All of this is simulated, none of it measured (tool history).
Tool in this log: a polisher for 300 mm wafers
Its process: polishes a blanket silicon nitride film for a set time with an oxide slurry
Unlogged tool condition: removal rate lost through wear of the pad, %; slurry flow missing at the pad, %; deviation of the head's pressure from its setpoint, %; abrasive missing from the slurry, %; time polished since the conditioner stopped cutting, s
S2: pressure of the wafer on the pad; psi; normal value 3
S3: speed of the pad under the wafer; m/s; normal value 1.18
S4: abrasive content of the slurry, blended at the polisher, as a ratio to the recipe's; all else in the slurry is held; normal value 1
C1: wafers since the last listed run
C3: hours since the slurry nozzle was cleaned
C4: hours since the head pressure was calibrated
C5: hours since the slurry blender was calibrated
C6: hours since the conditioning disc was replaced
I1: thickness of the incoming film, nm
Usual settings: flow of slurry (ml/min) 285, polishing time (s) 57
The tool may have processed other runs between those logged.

{"run": 1, "hour": 0.0, "flow of slurry (ml/min)": 205, "S2": 3, "S3": 1.18, "S4": 1, "polishing time (s)": 57, "C1": 0, "wafers polished on this pad": 1447, "C3": 355.5, "C4": 57.1, "C5": 11.6, "C6": 159, "I1": 398.3, "film removed (Å)": 326}
{"hour": 18.6, "done": "worn pad replaced by a new one"}
{"hour": 21.0, "done": "conditioning disc replaced and pad reconditioned"}
{"run": 2, "hour": 21.5, "flow of slurry (ml/min)": 285, "S2": 3, "S3": 1.18, "S4": 1, "polishing time (s)": 46, "C1": 138, "wafers polished on this pad": 7, "C3": 377, "C4": 78.6, "C5": 33.1, "C6": 0.5, "I1": 391.9, "film removed (Å)": 273}
{"run": 3, "hour": 99.3, "flow of slurry (ml/min)": 285, "S2": 3, "S3": 1.18, "S4": 1, "polishing time (s)": 46, "C1": 694, "wafers polished on this pad": 702, "C3": 454.8, "C4": 156.4, "C5": 110.9, "C6": 78.3, "I1": 398.7, "film removed (Å)": 276}
{"run": 4, "hour": 126.4, "flow of slurry (ml/min)": 285, "S2": 3, "S3": 1.18, "S4": 1, "polishing time (s)": 46, "C1": 241, "wafers polished on this pad": 943, "C3": 481.9, "C4": 183.5, "C5": 138, "C6": 105.4, "I1": 402.8, "film removed (Å)": 281}
{"run": 5, "hour": 143.0, "flow of slurry (ml/min)": 285, "S2": 3, "S3": 1.18, "S4": 1, "polishing time (s)": 70, "C1": 148, "wafers polished on this pad": 1091, "C3": 498.5, "C4": 200.1, "C5": 154.6, "C6": 122, "I1": 405.7, "film removed (Å)": 436}
{"hour": 153.0, "done": "slurry nozzle cleaned"}
{"run": 6, "hour": 165.6, "flow of slurry (ml/min)": 285, "S2": 3, "S3": 1.18, "S4": 1, "polishing time (s)": 71, "C1": 192, "wafers polished on this pad": 1284, "C3": 12.6, "C4": 222.7, "C5": 177.2, "C6": 144.6, "I1": 397.1, "film removed (Å)": 450}
{"hour": 203.0, "done": "worn pad replaced by a new one"}
{"run": 7, "hour": 203.5, "flow of slurry (ml/min)": 285, "S2": 3, "S3": 1.18, "S4": 1, "polishing time (s)": 71, "C1": 302, "wafers polished on this pad": 4, "C3": 50.5, "C4": 260.6, "C5": 215.1, "C6": 182.5, "I1": 398.1, "film removed (Å)": 449}
{"hour": 209.3, "done": "head pressure recalibrated"}
{"hour": 210.5, "done": "conditioning disc replaced and pad reconditioned"}
{"run": 8, "hour": 213.8, "flow of slurry (ml/min)": 285, "S2": 3, "S3": 1.18, "S4": 1, "polishing time (s)": 71, "C1": 63, "wafers polished on this pad": 67, "C3": 60.8, "C4": 4.5, "C5": 225.4, "C6": 3.3, "I1": 403, "film removed (Å)": 414}
{"hour": 273.3, "done": "slurry blender recalibrated"}
{"run": 9, "hour": 315.1, "flow of slurry (ml/min)": 285, "S2": 3, "S3": 1.18, "S4": 1, "polishing time (s)": 61, "C1": 885, "wafers polished on this pad": 953, "C3": 162.1, "C4": 105.8, "C5": 41.8, "C6": 104.6, "I1": 400.9, "film removed (Å)": 374}
{"hour": 349.5, "done": "worn pad replaced by a new one"}
{"run": 10, "hour": 350.0, "flow of slurry (ml/min)": 285, "S2": 3, "S3": 1.18, "S4": 1, "polishing time (s)": 61, "C1": 275, "wafers polished on this pad": 4, "C3": 197, "C4": 140.7, "C5": 76.7, "C6": 139.5, "I1": 398.5, "film removed (Å)": 368}
{"hour": 365.0, "done": "conditioning disc replaced and pad reconditioned"}
{"run": 11, "hour": 372.2, "flow of slurry (ml/min)": 285, "S2": 3, "S3": 1.18, "S4": 1, "polishing time (s)": 57, "C1": 180, "wafers polished on this pad": 184, "C3": 219.2, "C4": 162.9, "C5": 98.9, "C6": 7.2, "I1": 402.3, "film removed (Å)": 349}
{"run": 12, "hour": 401.0, "flow of slurry (ml/min)": 285, "S2": 3, "S3": 1.18, "S4": 1, "polishing time (s)": 57, "C1": 256, "wafers polished on this pad": 441, "C3": 248, "C4": 191.7, "C5": 127.7, "C6": 36, "I1": 398.9, "film removed (Å)": 359}
{"run": 13, "hour": 426.1, "flow of slurry (ml/min)": 285, "S2": 3, "S3": 1.18, "S4": 1, "polishing time (s)": 57, "C1": 223, "wafers polished on this pad": 665, "C3": 273.1, "C4": 216.8, "C5": 152.8, "C6": 61.1, "I1": 405.3, "film removed (Å)": 361}
{"run": 14, "hour": 507.3, "flow of slurry (ml/min)": 285, "S2": 3, "S3": 1.18, "S4": 1, "polishing time (s)": 61, "C1": 724, "wafers polished on this pad": 1389, "C3": 354.3, "C4": 298, "C5": 234, "C6": 142.3, "I1": 403.2, "film removed (Å)": 393}
{"hour": 520.4, "done": "worn pad replaced by a new one"}
{"hour": 527.5, "done": "head pressure recalibrated"}
{"hour": 541.0, "done": "conditioning disc replaced and pad reconditioned"}
{"run": 15, "hour": 542.0, "flow of slurry (ml/min)": 355, "S2": 2.7, "S3": 1.18, "S4": 1, "polishing time (s)": 57, "C1": 238, "wafers polished on this pad": 156, "C3": 389, "C4": 14.5, "C5": 268.7, "C6": 1, "I1": 400.9, "film removed (Å)": 317}
{"run": 16, "hour": 555.3, "flow of slurry (ml/min)": 210, "S2": 2.5, "S3": 1.18, "S4": 1.1, "polishing time (s)": 76, "C1": 118, "wafers polished on this pad": 275, "C3": 402.3, "C4": 27.8, "C5": 282, "C6": 14.3, "I1": 404.1, "film removed (Å)": 383}
{"hour": 569.4, "done": "slurry nozzle cleaned"}
{"run": 17, "hour": 573.4, "flow of slurry (ml/min)": 245, "S2": 3.4, "S3": 1.18, "S4": 0.75, "polishing time (s)": 57, "C1": 152, "wafers polished on this pad": 427, "C3": 4, "C4": 45.9, "C5": 300.1, "C6": 32.4, "I1": 396.8, "film removed (Å)": 318}
{"run": 18, "hour": 595.1, "flow of slurry (ml/min)": 285, "S2": 3, "S3": 0.98, "S4": 1, "polishing time (s)": 57, "C1": 193, "wafers polished on this pad": 621, "C3": 25.7, "C4": 67.6, "C5": 321.8, "C6": 54.1, "I1": 401.6, "film removed (Å)": 293}
{"hour": 605.3, "done": "slurry blender recalibrated"}
{"run": 19, "hour": 620.8, "flow of slurry (ml/min)": 195, "S2": 3.7, "S3": 1.58, "S4": 1, "polishing time (s)": 57, "C1": 211, "wafers polished on this pad": 832, "C3": 51.4, "C4": 93.3, "C5": 15.5, "C6": 79.8, "I1": 400.9, "film removed (Å)": 482}
{"run": 20, "hour": 652.6, "flow of slurry (ml/min)": 355, "S2": 3, "S3": 0.98, "S4": 1, "polishing time (s)": 57, "C1": 283, "wafers polished on this pad": 1116, "C3": 83.2, "C4": 125.1, "C5": 47.3, "C6": 111.6, "I1": 400.6, "film removed (Å)": 299}
{"hour": 661.8, "done": "worn pad replaced by a new one"}
{"run": 21, "hour": 684.6, "flow of slurry (ml/min)": 330, "S2": 3.9, "S3": 1.18, "S4": 1.3, "polishing time (s)": 57, "C1": 249, "wafers polished on this pad": 203, "C3": 115.2, "C4": 157.1, "C5": 79.3, "C6": 143.6, "I1": 403.9, "film removed (Å)": 493}
{"run": 22, "hour": 706.2, "flow of slurry (ml/min)": 345, "S2": 2.2, "S3": 1.18, "S4": 1, "polishing time (s)": 57, "C1": 192, "wafers polished on this pad": 396, "C3": 136.8, "C4": 178.7, "C5": 100.9, "C6": 165.2, "I1": 399.4, "film removed (Å)": 274}
{"hour": 719.7, "done": "conditioning disc replaced and pad reconditioned"}
{"run": 23, "hour": 774.9, "flow of slurry (ml/min)": 285, "S2": 3.3, "S3": 1.42, "S4": 1.2, "polishing time (s)": 57, "C1": 595, "wafers polished on this pad": 991, "C3": 205.5, "C4": 247.4, "C5": 169.6, "C6": 55.2, "I1": 397.6, "film removed (Å)": 491}
{"run": 24, "hour": 799.5, "flow of slurry (ml/min)": 285, "S2": 4, "S3": 0.9, "S4": 1, "polishing time (s)": 57, "C1": 219, "wafers polished on this pad": 1210, "C3": 230.1, "C4": 272, "C5": 194.2, "C6": 79.8, "I1": 400.6, "film removed (Å)": 380}

Forecast each of these 5 alternatives for the next run:
{"run": "A", "hour": 799.9, "flow of slurry (ml/min)": 330, "S2": 3, "S3": 1.18, "S4": 1, "polishing time (s)": 57, "C1": 3, "wafers polished on this pad": 1214, "C3": 230.5, "C4": 272.4, "C5": 194.6, "C6": 80.2, "I1": 399.3, "film removed (Å)": "?"}
{"run": "B", "hour": 799.9, "flow of slurry (ml/min)": 285, "S2": 3.9, "S3": 1.18, "S4": 1.15, "polishing time (s)": 57, "C1": 3, "wafers polished on this pad": 1214, "C3": 230.5, "C4": 272.4, "C5": 194.6, "C6": 80.2, "I1": 399.3, "film removed (Å)": "?"}
{"run": "C", "hour": 799.9, "flow of slurry (ml/min)": 285, "S2": 3, "S3": 1.18, "S4": 1, "polishing time (s)": 50, "C1": 3, "wafers polished on this pad": 1214, "C3": 230.5, "C4": 272.4, "C5": 194.6, "C6": 80.2, "I1": 399.3, "film removed (Å)": "?"}
{"run": "D", "hour": 799.9, "flow of slurry (ml/min)": 285, "S2": 2.2, "S3": 0.78, "S4": 1.2, "polishing time (s)": 57, "C1": 3, "wafers polished on this pad": 1214, "C3": 230.5, "C4": 272.4, "C5": 194.6, "C6": 80.2, "I1": 399.3, "film removed (Å)": "?"}
{"run": "E", "hour": 799.9, "flow of slurry (ml/min)": 215, "S2": 2.4, "S3": 1.32, "S4": 1, "polishing time (s)": 69, "C1": 3, "wafers polished on this pad": 1214, "C3": 230.5, "C4": 272.4, "C5": 194.6, "C6": 80.2, "I1": 399.3, "film removed (Å)": "?"}

run=A film_removed_(Å)=371
run=B film_removed_(Å)=488
run=C film_removed_(Å)=321
run=D film_removed_(Å)=221
run=E film_removed_(Å)=389
Stripped of hidden state, with their random variation kept, the same runs would have yielded:
run=A film_removed_(Å)=345
run=B film_removed_(Å)=455
run=C film_removed_(Å)=299
run=D film_removed_(Å)=205
run=E film_removed_(Å)=362

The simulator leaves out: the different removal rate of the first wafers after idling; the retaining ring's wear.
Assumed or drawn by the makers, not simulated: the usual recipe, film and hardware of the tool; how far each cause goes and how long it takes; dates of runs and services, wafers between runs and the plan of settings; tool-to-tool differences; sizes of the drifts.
